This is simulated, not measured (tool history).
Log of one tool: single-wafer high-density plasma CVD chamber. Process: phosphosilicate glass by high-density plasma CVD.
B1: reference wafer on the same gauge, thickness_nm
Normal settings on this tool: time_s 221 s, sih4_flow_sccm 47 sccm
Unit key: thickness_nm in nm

{"run": 1, "hour": 0.0, "time_s": 221, "sih4_flow_sccm": 47, "B1": 911.05, "thickness_nm": 1043.217}
{"run": 2, "hour": 25.2, "time_s": 221, "sih4_flow_sccm": 47, "B1": 911.433, "thickness_nm": 1042.329}
{"run": 3, "hour": 49.2, "time_s": 221, "sih4_flow_sccm": 47, "B1": 911.096, "thickness_nm": 1037.593}
{"run": 4, "hour": 76.2, "time_s": 221, "sih4_flow_sccm": 47, "B1": 910.57, "thickness_nm": 1040.144}
{"run": 5, "hour": 93.9, "time_s": 221, "sih4_flow_sccm": 49, "B1": 910.691, "thickness_nm": 1083.834}
{"run": 6, "hour": 117.8, "time_s": 221, "sih4_flow_sccm": 49, "B1": 911.348, "thickness_nm": 1084.811}
{"run": 7, "hour": 139.5, "time_s": 221, "sih4_flow_sccm": 49, "B1": 910.897, "thickness_nm": 1081.957}
{"run": 8, "hour": 164.8, "time_s": 243, "sih4_flow_sccm": 53, "B1": 910.908, "thickness_nm": 1291.989}
{"run": 9, "hour": 180.6, "time_s": 243, "sih4_flow_sccm": 53, "B1": 910.567, "thickness_nm": 1293.381}
{"run": 10, "hour": 215.4, "time_s": 221, "sih4_flow_sccm": 54, "B1": 910.733, "thickness_nm": 1196.313}
{"run": 11, "hour": 238.5, "time_s": 221, "sih4_flow_sccm": 54, "B1": 911.115, "thickness_nm": 1199.116}
{"run": 12, "hour": 265.8, "time_s": 221, "sih4_flow_sccm": 54, "B1": 911.185, "thickness_nm": 1196.899}
{"hour": 297.1, "done": "gauge calibrated"}
{"run": 13, "hour": 299.6, "time_s": 221, "sih4_flow_sccm": 47, "B1": 910.891, "thickness_nm": 1044.945}
{"run": 14, "hour": 330.7, "time_s": 221, "sih4_flow_sccm": 47, "B1": 911.135, "thickness_nm": 1044.245}
{"run": 15, "hour": 350.6, "time_s": 221, "sih4_flow_sccm": 44, "B1": 911.27, "thickness_nm": 976.592}
{"run": 16, "hour": 365.2, "time_s": 221, "sih4_flow_sccm": 50, "B1": 911.015, "thickness_nm": 1110.891}
{"run": 17, "hour": 385.7, "time_s": 221, "sih4_flow_sccm": 50, "B1": 910.877, "thickness_nm": 1110.83}
{"run": 18, "hour": 411.9, "time_s": 178, "sih4_flow_sccm": 40, "B1": 911.085, "thickness_nm": 714.839}
{"run": 19, "hour": 432.4, "time_s": 236, "sih4_flow_sccm": 47, "B1": 911.284, "thickness_nm": 1113.256}
{"run": 20, "hour": 455.6, "time_s": 221, "sih4_flow_sccm": 55, "B1": 910.694, "thickness_nm": 1219.341}
{"hour": 465.0, "done": "silane flow controller replaced"}
{"run": 21, "hour": 487.1, "time_s": 221, "sih4_flow_sccm": 47, "B1": 910.408, "thickness_nm": 985.468}
{"run": 22, "hour": 505.8, "time_s": 248, "sih4_flow_sccm": 38, "B1": 911.203, "thickness_nm": 895.017}
{"run": 23, "hour": 526.1, "time_s": 234, "sih4_flow_sccm": 41, "B1": 911.034, "thickness_nm": 908.834}
{"run": 24, "hour": 539.6, "time_s": 221, "sih4_flow_sccm": 47, "B1": 910.772, "thickness_nm": 985.659}
{"run": 25, "hour": 562.7, "time_s": 233, "sih4_flow_sccm": 39, "B1": 910.536, "thickness_nm": 864.33}
{"run": 26, "hour": 577.3, "time_s": 244, "sih4_flow_sccm": 47, "B1": 911.429, "thickness_nm": 1090.052}
{"run": 27, "hour": 605.2, "time_s": 209, "sih4_flow_sccm": 54, "B1": 911.187, "thickness_nm": 1075.877}
{"run": 28, "hour": 620.3, "time_s": 180, "sih4_flow_sccm": 47, "B1": 911.111, "thickness_nm": 805.94}
{"run": 29, "hour": 649.0, "time_s": 263, "sih4_flow_sccm": 53, "B1": 910.79, "thickness_nm": 1327.37}
{"run": 30, "hour": 663.7, "time_s": 199, "sih4_flow_sccm": 38, "B1": 911.027, "thickness_nm": 719.576}
{"run": 31, "hour": 684.5, "time_s": 221, "sih4_flow_sccm": 47, "B1": 910.565, "thickness_nm": 991.473}
{"run": 32, "hour": 710.3, "time_s": 192, "sih4_flow_sccm": 54, "B1": 910.606, "thickness_nm": 993.51}
{"run": 33, "hour": 738.0, "time_s": 238, "sih4_flow_sccm": 44, "B1": 910.604, "thickness_nm": 1002.567}
{"run": 34, "hour": 767.3, "time_s": 260, "sih4_flow_sccm": 40, "B1": 911.592, "thickness_nm": 992.894}

What if the next run were any one of these 5? Each begins from the tool's condition after run 34:
{"run": "A", "hour": 767.8, "time_s": 193, "sih4_flow_sccm": 47, "B1": "?", "thickness_nm": "?"}
{"run": "B", "hour": 767.8, "time_s": 221, "sih4_flow_sccm": 39, "B1": "?", "thickness_nm": "?"}
{"run": "C", "hour": 767.8, "time_s": 237, "sih4_flow_sccm": 53, "B1": "?", "thickness_nm": "?"}
{"run": "D", "hour": 767.8, "time_s": 191, "sih4_flow_sccm": 43, "B1": "?", "thickness_nm": "?"}
{"run": "E", "hour": 767.8, "time_s": 195, "sih4_flow_sccm": 44, "B1": "?", "thickness_nm": "?"}

run=A B1=910.528 thickness_nm=870.286
run=B B1=910.528 thickness_nm=826.92
run=C B1=910.528 thickness_nm=1205.122
run=D B1=910.528 thickness_nm=787.968
run=E B1=910.528 thickness_nm=823.178
Take away the tool's hidden state, keep each run's random variation, and the runs would have read:
run=A thickness_nm=863.073
run=B thickness_nm=820.067
run=C thickness_nm=1195.134
run=D thickness_nm=781.438
run=E thickness_nm=816.356

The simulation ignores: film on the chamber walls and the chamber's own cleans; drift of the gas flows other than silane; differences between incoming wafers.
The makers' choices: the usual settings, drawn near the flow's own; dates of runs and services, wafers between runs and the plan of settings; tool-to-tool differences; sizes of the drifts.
